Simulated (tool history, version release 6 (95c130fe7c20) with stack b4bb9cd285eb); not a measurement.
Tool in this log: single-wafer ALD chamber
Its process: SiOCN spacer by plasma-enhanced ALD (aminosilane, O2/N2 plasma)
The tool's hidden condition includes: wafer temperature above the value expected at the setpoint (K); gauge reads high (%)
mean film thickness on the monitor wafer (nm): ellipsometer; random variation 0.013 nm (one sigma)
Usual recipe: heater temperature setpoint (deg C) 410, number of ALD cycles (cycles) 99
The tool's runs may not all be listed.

run,day,heater temperature setpoint (deg C),number of ALD cycles (cycles),wafers since the last listed run,hours since the last thermocouple change,hours since the gauge calibration,"read-back reference wafer on the same gauge, thickness_nm",mean film thickness on the monitor wafer (nm)
1,0,407,92,0,1704.1,63.3,5.479,5.02
2,0.683,410,108,34,1720.5,79.7,5.483,5.845
3,1.162,410,99,24,1732,91.2,5.482,5.353
4,1.538,402,99,18,1741,100.2,5.481,5.44
5,1.879,402,99,17,1749.2,108.4,5.482,5.459
6,2.529,421,99,32,1764.8,124,5.484,5.204
7,2.967,410,99,21,1775.3,134.5,5.479,5.357
8,3.383,410,99,20,1785.3,144.5,5.485,5.352
9,3.979,410,99,29,1799.6,158.8,5.479,5.346
10,4.383,410,99,20,1809.3,168.5,5.478,5.342
11,4.729,399,87,17,1817.6,176.8,5.481,4.841
# day 5.346: thermocouple changed; heater temperature recalibrated
12,5.467,402,94,20,2.9,194.5,5.479,5.192
13,6.212,410,99,37,20.8,212.4,5.476,5.347
14,6.483,410,99,13,27.3,218.9,5.481,5.352
# day 6.817: gauge calibrated
15,6.962,401,107,24,38.8,3.5,5.482,5.954
16,7.238,422,90,13,45.4,10.1,5.48,4.708
17,9.338,410,99,105,95.8,60.5,5.48,5.371
18,9.608,410,115,13,102.3,67,5.485,6.219
19,11.371,420,82,88,144.6,109.3,5.475,4.309
20,11.979,414,109,30,159.2,123.9,5.479,5.84
21,12.375,420,119,19,168.7,133.4,5.477,6.229

Hidden condition of the tool, last listed run before each entry between runs versus first listed run after:
Logged between run 11 and run 12: thermocouple changed; heater temperature recalibrated (day 5.346)
  nothing in the hidden state changes from one run to the other
Logged between run 14 and run 15: gauge calibrated (day 6.817)
  nothing in the hidden state changes from one run to the other

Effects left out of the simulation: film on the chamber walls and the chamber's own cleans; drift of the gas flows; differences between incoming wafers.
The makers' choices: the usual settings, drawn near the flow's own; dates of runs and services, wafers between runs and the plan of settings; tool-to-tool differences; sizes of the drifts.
